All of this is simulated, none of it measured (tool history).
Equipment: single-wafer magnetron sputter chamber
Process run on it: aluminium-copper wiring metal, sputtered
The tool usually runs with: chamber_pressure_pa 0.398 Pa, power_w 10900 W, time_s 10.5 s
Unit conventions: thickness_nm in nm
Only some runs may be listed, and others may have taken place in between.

run   hour  chamber_pressure_pa  power_w  time_s  wafers since the last listed run  wafers on the sputter target  hours since the last manometer calibration  hours since the magnet pack was replaced  hours since the gauge calibration  read-back reference wafer on the same gauge, thickness_nm  thickness_nm
  1      0                0.398    10900    10.5                                 0                          6887                                      1003.6                                    7344.5                              134.2                                                    191.097       181.912
  2   19.1                0.398    12000    10.5                               749                          7636                                      1022.7                                    7363.6                              153.3                                                    190.823       195.789
      29.6  -- sputter target and shields replaced
  3   37.2                0.398    12000    10.5                               396                           296                                      1040.8                                    7381.7                              171.4                                                    190.683       207.581
  4   53.2                0.398    12000    10.5                               627                           924                                      1056.8                                    7397.7                              187.4                                                    191.092       206.979
  5   84.3                0.398    10900    10.5                              1219                          2144                                      1087.9                                    7428.8                              218.5                                                    191.245        186.93
  6   96.7                0.398    10900    10.5                               486                          2630                                      1100.3                                    7441.2                              230.9                                                    190.819       188.198
  7  123.5                0.398    10900    10.5                              1051                          3682                                      1127.1                                      7468                              257.7                                                     191.49        187.56
     148.9  -- magnet pack replaced
     182.3  -- gauge calibrated
  8    201                0.244    10000    10.5                              2726                          6408                                      1204.6                                      52.1                               18.7                                                    191.204       183.085
       240  -- sputter target and shields replaced
  9  240.5                0.398     8850    12.4                              1235                            18                                      1244.1                                      91.6                               58.2                                                     191.04       165.337
 10  250.6                 0.54    13050    11.8                               396                           414                                      1254.2                                     101.7                               68.3                                                    191.292       209.869
 11  266.8                0.451    12950    12.2                               635                          1050                                      1270.4                                     117.9                               84.5                                                    191.074       226.485
 12  301.1                0.398    10900    10.5                              1345                          2395                                      1304.7                                     152.2                              118.8                                                    191.067       169.499
 13  326.8                0.527    10900    10.5                              1008                          3403                                      1330.4                                     177.9                              144.5                                                    190.977       154.338
     340.4  -- sputter target and shields replaced, repeated, since the last time left the tool worse
     342.4  -- capacitance manometer re-zeroed and calibrated
 14  411.7                0.398    10900    10.5                              2940                          2719                                        69.3                                     262.8                              229.4                                                    191.357        189.43
 15  434.2                0.504    12100     9.8                               882                          3602                                        91.8                                     285.3                              251.9                                                    190.674       182.029

Branching from run 15: 3 alternative next runs. What would each branch give?
  A  434.6                0.398    10900    10.5                                15                          3618                                        92.2                                     285.7                              252.3                                                          ?             ?
  B  434.6                0.398    10900     8.9                                15                          3618                                        92.2                                     285.7                              252.3                                                          ?             ?
  C  434.6                0.245    10900    10.5                                15                          3618                                        92.2                                     285.7                              252.3                                                          ?             ?

run  read-back reference wafer on the same gauge, thickness_nm  thickness_nm
  A                                                    191.252       187.047
  B                                                    191.252       158.545
  C                                                    191.252       205.067
Without the tool's unlogged condition, the same runs would have read:
run  thickness_nm
  A       190.501
  B       161.472
  C       208.854

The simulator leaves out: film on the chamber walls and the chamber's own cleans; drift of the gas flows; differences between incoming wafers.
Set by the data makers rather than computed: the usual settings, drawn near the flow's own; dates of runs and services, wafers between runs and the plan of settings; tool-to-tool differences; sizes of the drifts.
